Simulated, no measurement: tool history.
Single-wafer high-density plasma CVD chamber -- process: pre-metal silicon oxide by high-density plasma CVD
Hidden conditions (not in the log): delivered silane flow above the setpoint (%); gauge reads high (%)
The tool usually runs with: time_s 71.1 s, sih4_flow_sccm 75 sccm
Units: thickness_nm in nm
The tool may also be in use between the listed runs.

run,hour,time_s,sih4_flow_sccm,wafers since the last listed run,hours since the silane flow controller was replaced,hours since the gauge calibration,"read-back reference wafer on the same gauge, thickness_nm",thickness_nm
1,0,65.2,75,0,1339,459.9,543.788,566.941
2,27,65.2,75,444,1366,486.9,543.997,571.031
3,47.5,65.2,75,337,1386.5,507.4,543.767,568.057
4,67.4,76.1,75,327,1406.4,527.3,543.409,666.557
# hour 70: gauge calibrated
5,102.8,76.1,75,583,1441.8,32.8,544.051,667.129
6,189.9,76.1,75,1435,1528.9,119.9,544.106,671.021
7,206,71.1,75,265,1545,136,544.297,624.367
8,242,77.4,86,593,1581,172,544.182,780.314
9,266.1,71.1,75,397,1605.1,196.1,543.905,627.177
10,278.6,71.1,75,205,1617.6,208.6,544.147,627.003
# hour 289.9: silane flow controller replaced
11,313.2,71.1,75,438,23.3,243.2,543.689,604.32
12,340.3,71.1,75,446,50.4,270.3,543.852,603.155
13,358.8,65.9,71,304,68.9,288.8,543.698,529.95
14,393,71.1,75,563,103.1,323,544.052,602.167
15,425,71.1,75,527,135.1,355,543.94,601.896
16,451.5,82.3,61,436,161.6,381.5,544.138,567.854
17,472.3,71.1,75,342,182.4,402.3,543.694,603.313
18,489.3,61.8,62,280,199.4,419.3,543.925,436.036
19,515.5,77.6,75,431,225.6,445.5,544.165,659.696
20,528.1,59.9,66,207,238.2,458.1,544.282,449.516
# hour 589.2: gauge calibrated
21,615.7,61.1,85,1443,325.8,26.5,543.915,588.095
22,641.2,77.3,85,420,351.3,52,543.663,747.185
23,668.7,64.2,83,453,378.8,79.5,544.044,607.541
24,767.8,83.9,84,1632,477.9,178.6,543.4,802.419
25,787.3,71.1,84,321,497.4,198.1,543.936,680.501
26,805.5,71.1,75,299,515.6,216.3,544.259,607.749
27,834.5,85,80,477,544.6,245.3,544.258,775.823
28,856.2,81.5,89,357,566.3,267,543.82,824.834

Forecast each of these 5 alternatives for the next run:
A,856.6,71.1,83,6,566.7,267.4,?,?
B,856.6,67.5,67,6,566.7,267.4,?,?
C,856.6,82,63,6,566.7,267.4,?,?
D,856.6,80.9,80,6,566.7,267.4,?,?
E,856.6,66.1,81,6,566.7,267.4,?,?

run,"read-back reference wafer on the same gauge, thickness_nm",thickness_nm
A,543.871,671.874
B,543.871,514.895
C,543.871,588.159
D,543.871,736.849
E,543.871,609.574
Take away the tool's hidden state, keep each run's random variation, and the runs would have read:
run,thickness_nm
A,666.723
B,510.948
C,583.65
D,731.2
E,604.901
